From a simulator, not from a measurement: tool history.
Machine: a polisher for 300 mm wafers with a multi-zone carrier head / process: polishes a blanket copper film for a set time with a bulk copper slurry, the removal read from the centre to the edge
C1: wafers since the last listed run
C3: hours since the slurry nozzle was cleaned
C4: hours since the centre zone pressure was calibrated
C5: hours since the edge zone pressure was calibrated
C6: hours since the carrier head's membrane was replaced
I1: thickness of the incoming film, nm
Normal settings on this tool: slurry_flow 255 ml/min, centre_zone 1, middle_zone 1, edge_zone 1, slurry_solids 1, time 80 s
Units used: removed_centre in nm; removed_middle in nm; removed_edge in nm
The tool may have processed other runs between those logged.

{"run": 1, "hour": 0.0, "slurry_flow": 255, "centre_zone": 1, "middle_zone": 1, "edge_zone": 0.9, "slurry_solids": 1, "time": 80, "C1": 0, "wafers polished on this pad": 599, "C3": 304.3, "C4": 967.9, "C5": 437.7, "C6": 1739.6, "I1": 2299.4, "removed_centre": 515.1, "removed_middle": 514.6, "removed_edge": 473.7}
{"hour": 5.1, "done": "centre zone pressure recalibrated"}
{"run": 2, "hour": 10.5, "slurry_flow": 255, "centre_zone": 1, "middle_zone": 1, "edge_zone": 0.9, "slurry_solids": 1, "time": 80, "C1": 105, "wafers polished on this pad": 705, "C3": 314.8, "C4": 5.4, "C5": 448.2, "C6": 1750.1, "I1": 2336.2, "removed_centre": 515.9, "removed_middle": 504.2, "removed_edge": 477.6}
{"run": 3, "hour": 16.7, "slurry_flow": 255, "centre_zone": 1, "middle_zone": 1, "edge_zone": 1, "slurry_solids": 1, "time": 80, "C1": 76, "wafers polished on this pad": 782, "C3": 321, "C4": 11.6, "C5": 454.4, "C6": 1756.3, "I1": 2344.5, "removed_centre": 510.3, "removed_middle": 507.6, "removed_edge": 492}
{"run": 4, "hour": 30.6, "slurry_flow": 255, "centre_zone": 1, "middle_zone": 1, "edge_zone": 1, "slurry_solids": 1, "time": 80, "C1": 172, "wafers polished on this pad": 954, "C3": 334.9, "C4": 25.5, "C5": 468.3, "C6": 1770.2, "I1": 2317.9, "removed_centre": 511.1, "removed_middle": 506.1, "removed_edge": 494.8}
{"run": 5, "hour": 37.6, "slurry_flow": 255, "centre_zone": 1, "middle_zone": 0.92, "edge_zone": 1, "slurry_solids": 1.25, "time": 92, "C1": 86, "wafers polished on this pad": 1041, "C3": 341.9, "C4": 32.5, "C5": 475.3, "C6": 1777.2, "I1": 2335.2, "removed_centre": 619.9, "removed_middle": 579.6, "removed_edge": 584.5}
{"hour": 46.1, "done": "worn pad replaced by a new one"}
{"run": 6, "hour": 53.2, "slurry_flow": 255, "centre_zone": 1.06, "middle_zone": 1, "edge_zone": 1.09, "slurry_solids": 1.2, "time": 80, "C1": 143, "wafers polished on this pad": 88, "C3": 357.5, "C4": 48.1, "C5": 490.9, "C6": 1792.8, "I1": 2343.1, "removed_centre": 571.3, "removed_middle": 525.9, "removed_edge": 527.7}
{"run": 7, "hour": 63.0, "slurry_flow": 305, "centre_zone": 0.89, "middle_zone": 1, "edge_zone": 1.08, "slurry_solids": 1, "time": 101, "C1": 121, "wafers polished on this pad": 209, "C3": 367.3, "C4": 57.9, "C5": 500.7, "C6": 1802.6, "I1": 2346.9, "removed_centre": 573.2, "removed_middle": 650.6, "removed_edge": 638}
{"run": 8, "hour": 79.3, "slurry_flow": 255, "centre_zone": 0.97, "middle_zone": 1, "edge_zone": 1, "slurry_solids": 1, "time": 72, "C1": 202, "wafers polished on this pad": 412, "C3": 383.6, "C4": 74.2, "C5": 517, "C6": 1818.9, "I1": 2379.6, "removed_centre": 447.7, "removed_middle": 463.4, "removed_edge": 436.8}
{"hour": 101.2, "done": "slurry nozzle cleaned"}
{"run": 9, "hour": 108.4, "slurry_flow": 255, "centre_zone": 1, "middle_zone": 1, "edge_zone": 1.08, "slurry_solids": 1, "time": 95, "C1": 348, "wafers polished on this pad": 760, "C3": 7.2, "C4": 103.3, "C5": 546.1, "C6": 1848, "I1": 2357.5, "removed_centre": 620.2, "removed_middle": 604.1, "removed_edge": 606.9}
{"run": 10, "hour": 116.2, "slurry_flow": 255, "centre_zone": 1, "middle_zone": 1, "edge_zone": 1.07, "slurry_solids": 1.2, "time": 80, "C1": 96, "wafers polished on this pad": 857, "C3": 15, "C4": 111.1, "C5": 553.9, "C6": 1855.8, "I1": 2352.1, "removed_centre": 536.9, "removed_middle": 526.9, "removed_edge": 533.4}
{"run": 11, "hour": 128.0, "slurry_flow": 255, "centre_zone": 1.07, "middle_zone": 1, "edge_zone": 1, "slurry_solids": 1, "time": 54, "C1": 146, "wafers polished on this pad": 1003, "C3": 26.8, "C4": 122.9, "C5": 565.7, "C6": 1867.6, "I1": 2362, "removed_centre": 373.1, "removed_middle": 344, "removed_edge": 340.2}
{"hour": 131.8, "done": "edge zone pressure recalibrated"}
{"hour": 139.8, "done": "worn pad replaced by a new one"}
{"run": 12, "hour": 142.0, "slurry_flow": 255, "centre_zone": 1, "middle_zone": 1, "edge_zone": 1, "slurry_solids": 1, "time": 80, "C1": 99, "wafers polished on this pad": 27, "C3": 40.8, "C4": 136.9, "C5": 10.2, "C6": 1881.6, "I1": 2349.6, "removed_centre": 521.9, "removed_middle": 508.3, "removed_edge": 490.7}
{"run": 13, "hour": 178.0, "slurry_flow": 195, "centre_zone": 1, "middle_zone": 1.05, "edge_zone": 1.09, "slurry_solids": 0.9, "time": 80, "C1": 446, "wafers polished on this pad": 474, "C3": 76.8, "C4": 172.9, "C5": 46.2, "C6": 1917.6, "I1": 2341.6, "removed_centre": 487.8, "removed_middle": 504.9, "removed_edge": 486.8}
{"run": 14, "hour": 193.4, "slurry_flow": 255, "centre_zone": 1, "middle_zone": 1, "edge_zone": 1, "slurry_solids": 1, "time": 80, "C1": 191, "wafers polished on this pad": 665, "C3": 92.2, "C4": 188.3, "C5": 61.6, "C6": 1933, "I1": 2297.3, "removed_centre": 516.5, "removed_middle": 507.8, "removed_edge": 501.9}
{"hour": 210.7, "done": "carrier head's membrane replaced by a new one"}
{"run": 15, "hour": 211.2, "slurry_flow": 255, "centre_zone": 1.03, "middle_zone": 1, "edge_zone": 1, "slurry_solids": 1, "time": 98, "C1": 158, "wafers polished on this pad": 823, "C3": 110, "C4": 206.1, "C5": 79.4, "C6": 0.5, "I1": 2338.4, "removed_centre": 637.4, "removed_middle": 624.9, "removed_edge": 606.8}
{"hour": 255.3, "done": "worn pad replaced by a new one"}
{"run": 16, "hour": 258.1, "slurry_flow": 255, "centre_zone": 1, "middle_zone": 1, "edge_zone": 1.11, "slurry_solids": 1, "time": 80, "C1": 532, "wafers polished on this pad": 34, "C3": 156.9, "C4": 253, "C5": 126.3, "C6": 47.4, "I1": 2349.9, "removed_centre": 515.4, "removed_middle": 508.7, "removed_edge": 518.3}
{"run": 17, "hour": 266.3, "slurry_flow": 255, "centre_zone": 1, "middle_zone": 1, "edge_zone": 1, "slurry_solids": 1.1, "time": 80, "C1": 101, "wafers polished on this pad": 136, "C3": 165.1, "C4": 261.2, "C5": 134.5, "C6": 55.6, "I1": 2298.2, "removed_centre": 532.5, "removed_middle": 518.4, "removed_edge": 503.1}
{"run": 18, "hour": 278.9, "slurry_flow": 255, "centre_zone": 1, "middle_zone": 1, "edge_zone": 1, "slurry_solids": 1, "time": 80, "C1": 156, "wafers polished on this pad": 292, "C3": 177.7, "C4": 273.8, "C5": 147.1, "C6": 68.2, "I1": 2331.5, "removed_centre": 526.5, "removed_middle": 509.5, "removed_edge": 498.5}
{"run": 19, "hour": 292.7, "slurry_flow": 175, "centre_zone": 0.91, "middle_zone": 1, "edge_zone": 1, "slurry_solids": 1, "time": 99, "C1": 171, "wafers polished on this pad": 464, "C3": 191.5, "C4": 287.6, "C5": 160.9, "C6": 82, "I1": 2339, "removed_centre": 560.7, "removed_middle": 615.9, "removed_edge": 603}
{"run": 20, "hour": 308.1, "slurry_flow": 255, "centre_zone": 1, "middle_zone": 1, "edge_zone": 0.91, "slurry_solids": 1, "time": 80, "C1": 191, "wafers polished on this pad": 655, "C3": 206.9, "C4": 303, "C5": 176.3, "C6": 97.4, "I1": 2341.1, "removed_centre": 509.1, "removed_middle": 504.2, "removed_edge": 474.9}
{"run": 21, "hour": 314.9, "slurry_flow": 255, "centre_zone": 1.07, "middle_zone": 1, "edge_zone": 1, "slurry_solids": 1.15, "time": 103, "C1": 84, "wafers polished on this pad": 739, "C3": 213.7, "C4": 309.8, "C5": 183.1, "C6": 104.2, "I1": 2289.2, "removed_centre": 711.3, "removed_middle": 671.5, "removed_edge": 658.5}
{"run": 22, "hour": 332.1, "slurry_flow": 255, "centre_zone": 1, "middle_zone": 1, "edge_zone": 1.11, "slurry_solids": 0.7, "time": 80, "C1": 213, "wafers polished on this pad": 953, "C3": 230.9, "C4": 327, "C5": 200.3, "C6": 121.4, "I1": 2329.8, "removed_centre": 489.5, "removed_middle": 474.3, "removed_edge": 476.7}

3 options for the next run, each taken on its own from the tool as it stands now. Forecast them:
{"run": "A", "hour": 332.6, "slurry_flow": 255, "centre_zone": 1, "middle_zone": 1.09, "edge_zone": 1, "slurry_solids": 1, "time": 80, "C1": 6, "wafers polished on this pad": 959, "C3": 231.4, "C4": 327.5, "C5": 200.8, "C6": 121.9, "I1": 2387.8, "removed_centre": "?", "removed_middle": "?", "removed_edge": "?"}
{"run": "B", "hour": 332.6, "slurry_flow": 255, "centre_zone": 1, "middle_zone": 1, "edge_zone": 1.1, "slurry_solids": 1, "time": 89, "C1": 6, "wafers polished on this pad": 959, "C3": 231.4, "C4": 327.5, "C5": 200.8, "C6": 121.9, "I1": 2387.8, "removed_centre": "?", "removed_middle": "?", "removed_edge": "?"}
{"run": "C", "hour": 332.6, "slurry_flow": 295, "centre_zone": 1, "middle_zone": 1.05, "edge_zone": 1.06, "slurry_solids": 1, "time": 80, "C1": 6, "wafers polished on this pad": 959, "C3": 231.4, "C4": 327.5, "C5": 200.8, "C6": 121.9, "I1": 2387.8, "removed_centre": "?", "removed_middle": "?", "removed_edge": "?"}

run=A removed_centre=522.4 removed_middle=541.5 removed_edge=491.1
run=B removed_centre=580.8 removed_middle=568.7 removed_edge=566.9
run=C removed_centre=528 removed_middle=533.3 removed_edge=505.9
The same runs, with their run-to-run variation unchanged, on a tool lacking any hidden condition would have given:
run=A removed_centre=522.4 removed_middle=541.5 removed_edge=491.1
run=B removed_centre=580.8 removed_middle=568.7 removed_edge=566.9
run=C removed_centre=528 removed_middle=533.3 removed_edge=505.9
